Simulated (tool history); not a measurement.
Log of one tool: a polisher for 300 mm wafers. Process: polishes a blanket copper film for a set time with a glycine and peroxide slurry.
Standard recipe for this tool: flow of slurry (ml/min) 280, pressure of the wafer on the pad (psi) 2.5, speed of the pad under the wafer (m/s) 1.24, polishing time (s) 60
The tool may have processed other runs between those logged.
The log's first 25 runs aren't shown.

run	hour	flow of slurry (ml/min)	pressure of the wafer on the pad (psi)	speed of the pad under the wafer (m/s)	polishing time (s)	incoming thickness of the incoming film, nm	film removed (angstrom)
26	313.9	280	2.3	1.24	60	1854.3	3103
27	327.5	280	2.5	1.24	47	1828.4	2615
# hour 337.0: worn pad replaced by a new one
28	337.7	380	2.5	1.24	60	1830.3	3690
29	348.5	240	2.5	0.92	69	1883.0	3538
30	355.7	180	1.8	1.24	71	1843.5	3208
31	369.4	280	2.5	1.24	47	1836.9	2749
32	381.5	195	2.8	1.24	69	1849.7	4153
33	389.3	280	2.5	1.24	60	1830.8	3437
34	425.8	230	2.5	1.24	43	1857.5	2375
# hour 439.9: worn pad replaced by a new one
35	440.4	315	2.5	1.48	60	1847.9	3924
36	455.8	280	3.3	1.38	74	1847.0	5531

Consider 5 possible next runs. They are alternatives, not a sequence: every one starts from the tool as it was left by run 36. What does each give?
A	456.2	280	2.5	0.90	60	1869.8	?
B	456.2	280	2.5	1.24	81	1869.8	?
C	456.2	340	2.2	1.06	76	1869.8	?
D	456.2	380	3.0	1.12	71	1869.8	?
E	456.2	280	1.8	1.24	60	1869.8	?

run	film removed (angstrom)
A	3041
B	4752
C	3834
D	4630
E	2803
With no hidden state in the tool, these same runs would have given:
run	film removed (angstrom)
A	3319
B	5199
C	4183
D	5072
E	3055
